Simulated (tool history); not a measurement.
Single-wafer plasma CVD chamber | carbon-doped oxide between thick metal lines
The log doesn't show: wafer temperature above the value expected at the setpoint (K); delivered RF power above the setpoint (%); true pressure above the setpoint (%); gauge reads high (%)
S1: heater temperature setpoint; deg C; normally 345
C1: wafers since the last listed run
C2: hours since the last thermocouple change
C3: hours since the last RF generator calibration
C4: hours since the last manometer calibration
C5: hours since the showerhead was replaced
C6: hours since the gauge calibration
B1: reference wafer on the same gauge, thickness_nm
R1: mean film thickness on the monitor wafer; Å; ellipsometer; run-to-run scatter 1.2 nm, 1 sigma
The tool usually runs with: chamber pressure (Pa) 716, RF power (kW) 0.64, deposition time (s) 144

run 1 hour=0 | S1=345 chamber_pressure_(Pa)=716 RF_power_(kW)=0.64 deposition_time_(s)=144 | C1=0 C2=1297.2 C3=2100.1 C4=1825.6 C5=5088.5 C6=134.9 | B1=927.705 | R1=8077.28
run 2 hour=6.6 | S1=345 chamber_pressure_(Pa)=716 RF_power_(kW)=0.64 deposition_time_(s)=144 | C1=55 C2=1303.8 C3=2106.7 C4=1832.2 C5=5095.1 C6=141.5 | B1=927.713 | R1=8078.68
run 3 hour=24.1 | S1=345 chamber_pressure_(Pa)=716 RF_power_(kW)=0.64 deposition_time_(s)=144 | C1=146 C2=1321.3 C3=2124.2 C4=1849.7 C5=5112.6 C6=159 | B1=927.755 | R1=8071.81
run 4 hour=51.1 | S1=345 chamber_pressure_(Pa)=716 RF_power_(kW)=0.64 deposition_time_(s)=144 | C1=225 C2=1348.3 C3=2151.2 C4=1876.7 C5=5139.6 C6=186 | B1=927.633 | R1=8074.8
-- hour=67.8 thermocouple changed; heater temperature recalibrated
-- hour=67.8 gauge calibrated
-- hour=71.1 capacitance manometer re-zeroed and calibrated
run 5 hour=71.6 | S1=345 chamber_pressure_(Pa)=716 RF_power_(kW)=0.64 deposition_time_(s)=144 | C1=76 C2=3.8 C3=2171.7 C4=0.5 C5=5160.1 C6=3.8 | B1=923.08 | R1=8050.25
run 6 hour=81.4 | S1=345 chamber_pressure_(Pa)=777 RF_power_(kW)=0.73 deposition_time_(s)=144 | C1=81 C2=13.6 C3=2181.5 C4=10.3 C5=5169.9 C6=13.6 | B1=923.528 | R1=8624.53
run 7 hour=96.9 | S1=345 chamber_pressure_(Pa)=777 RF_power_(kW)=0.73 deposition_time_(s)=144 | C1=129 C2=29.1 C3=2197 C4=25.8 C5=5185.4 C6=29.1 | B1=924.59 | R1=8605.24
run 8 hour=109.5 | S1=340 chamber_pressure_(Pa)=716 RF_power_(kW)=0.595 deposition_time_(s)=144 | C1=105 C2=41.7 C3=2209.6 C4=38.4 C5=5198 C6=41.7 | B1=924.962 | R1=7931.93
run 9 hour=118.7 | S1=345 chamber_pressure_(Pa)=716 RF_power_(kW)=0.64 deposition_time_(s)=144 | C1=76 C2=50.9 C3=2218.8 C4=47.6 C5=5207.2 C6=50.9 | B1=926.026 | R1=8061.26
run 10 hour=129.3 | S1=339 chamber_pressure_(Pa)=611 RF_power_(kW)=0.7 deposition_time_(s)=167 | C1=88 C2=61.5 C3=2229.4 C4=58.2 C5=5217.8 C6=61.5 | B1=926.329 | R1=9607.38
-- hour=142.2 RF generator calibrated
-- hour=147.9 showerhead replaced
run 11 hour=148.4 | S1=345 chamber_pressure_(Pa)=716 RF_power_(kW)=0.58 deposition_time_(s)=144 | C1=45 C2=80.6 C3=6.2 C4=77.3 C5=0.5 C6=80.6 | B1=926.949 | R1=7758.48
run 12 hour=151.7 | S1=345 chamber_pressure_(Pa)=716 RF_power_(kW)=0.64 deposition_time_(s)=144 | C1=27 C2=83.9 C3=9.5 C4=80.6 C5=3.8 C6=83.9 | B1=926.86 | R1=8067.62
run 13 hour=185.2 | S1=345 chamber_pressure_(Pa)=716 RF_power_(kW)=0.64 deposition_time_(s)=144 | C1=279 C2=117.4 C3=43 C4=114.1 C5=37.3 C6=117.4 | B1=927.598 | R1=8084.69
run 14 hour=192.6 | S1=345 chamber_pressure_(Pa)=716 RF_power_(kW)=0.64 deposition_time_(s)=128 | C1=61 C2=124.8 C3=50.4 C4=121.5 C5=44.7 C6=124.8 | B1=927.749 | R1=7206.95

Predict each of these 5 candidate next runs independently; none follows another, all start after run 14:
run A hour=193 | S1=345 chamber_pressure_(Pa)=716 RF_power_(kW)=0.64 deposition_time_(s)=157 | C1=3 C2=125.2 C3=50.8 C4=121.9 C5=45.1 C6=125.2 | B1=? | R1=?
run B hour=193 | S1=350 chamber_pressure_(Pa)=716 RF_power_(kW)=0.76 deposition_time_(s)=137 | C1=3 C2=125.2 C3=50.8 C4=121.9 C5=45.1 C6=125.2 | B1=? | R1=?
run C hour=193 | S1=331 chamber_pressure_(Pa)=580 RF_power_(kW)=0.58 deposition_time_(s)=144 | C1=3 C2=125.2 C3=50.8 C4=121.9 C5=45.1 C6=125.2 | B1=? | R1=?
run D hour=193 | S1=345 chamber_pressure_(Pa)=716 RF_power_(kW)=0.575 deposition_time_(s)=144 | C1=3 C2=125.2 C3=50.8 C4=121.9 C5=45.1 C6=125.2 | B1=? | R1=?
run E hour=193 | S1=338 chamber_pressure_(Pa)=895 RF_power_(kW)=0.555 deposition_time_(s)=152 | C1=3 C2=125.2 C3=50.8 C4=121.9 C5=45.1 C6=125.2 | B1=? | R1=?

run=A B1=928.738 R1=8822.04
run=B B1=928.738 R1=8179.06
run=C B1=928.738 R1=7792.17
run=D B1=928.738 R1=7745.02
run=E B1=928.738 R1=8411.21
Without the tool's unlogged condition, the same runs would have read:
run=A R1=8766.62
run=B R1=8127.69
run=C R1=7743.23
run=D R1=7696.37
run=E R1=8358.37
